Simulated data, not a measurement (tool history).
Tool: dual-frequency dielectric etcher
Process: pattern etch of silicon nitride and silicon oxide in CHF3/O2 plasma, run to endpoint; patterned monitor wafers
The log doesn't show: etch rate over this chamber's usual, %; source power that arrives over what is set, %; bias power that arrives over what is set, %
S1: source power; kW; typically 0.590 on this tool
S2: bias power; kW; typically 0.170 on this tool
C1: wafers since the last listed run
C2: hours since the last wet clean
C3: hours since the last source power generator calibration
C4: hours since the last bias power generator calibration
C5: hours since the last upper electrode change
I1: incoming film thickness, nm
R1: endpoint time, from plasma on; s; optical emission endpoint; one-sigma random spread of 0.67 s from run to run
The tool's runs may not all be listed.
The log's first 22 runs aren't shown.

run,hour,S1,S2,C1,C2,C3,C4,C5,I1,R1
# hour 1163.0: source power generator calibrated
23,1196.4,0.730,0.136,356,362.1,33.4,549.0,3219.2,256.7,179.4
24,1236.3,0.590,0.170,305,402.0,73.3,588.9,3259.1,256.4,184.3
# hour 1306.0: upper electrode replaced
25,1306.5,0.590,0.194,353,472.2,143.5,659.1,0.5,252.5,171.1
# hour 1361.7: wet clean of the chamber
26,1362.2,0.590,0.150,242,0.5,199.2,714.8,56.2,256.0,191.7
27,1383.6,0.690,0.143,163,21.9,220.6,736.2,77.6,256.0,181.9
28,1445.9,0.590,0.170,476,84.2,282.9,798.5,139.9,256.0,183.3
29,1482.5,0.480,0.134,279,120.8,319.5,835.1,176.5,253.5,221.4
30,1527.4,0.500,0.170,343,165.7,364.4,880.0,221.4,255.6,200.5
31,1552.8,0.590,0.146,194,191.1,389.8,905.4,246.8,256.4,194.0
32,1615.1,0.590,0.170,476,253.4,452.1,967.7,309.1,256.5,183.8
33,1766.4,0.440,0.155,1157,404.7,603.4,1119.0,460.4,256.3,221.2
34,1808.7,0.590,0.170,323,447.0,645.7,1161.3,502.7,254.8,183.8

5 ways to go on from here, each from the tool as it stands after run 34. What would each give?
A,1809.2,0.590,0.206,3,447.5,646.2,1161.8,503.2,258.3,?
B,1809.2,0.670,0.185,3,447.5,646.2,1161.8,503.2,258.3,?
C,1809.2,0.730,0.146,3,447.5,646.2,1161.8,503.2,258.3,?
D,1809.2,0.630,0.138,3,447.5,646.2,1161.8,503.2,258.3,?
E,1809.2,0.460,0.170,3,447.5,646.2,1161.8,503.2,258.3,?

run,R1
A,172.2
B,168.6
C,176.1
D,192.9
E,209.9
With no hidden state in the tool, these same runs would have given:
run,R1
A,172.2
B,168.6
C,176.1
D,192.9
E,209.9
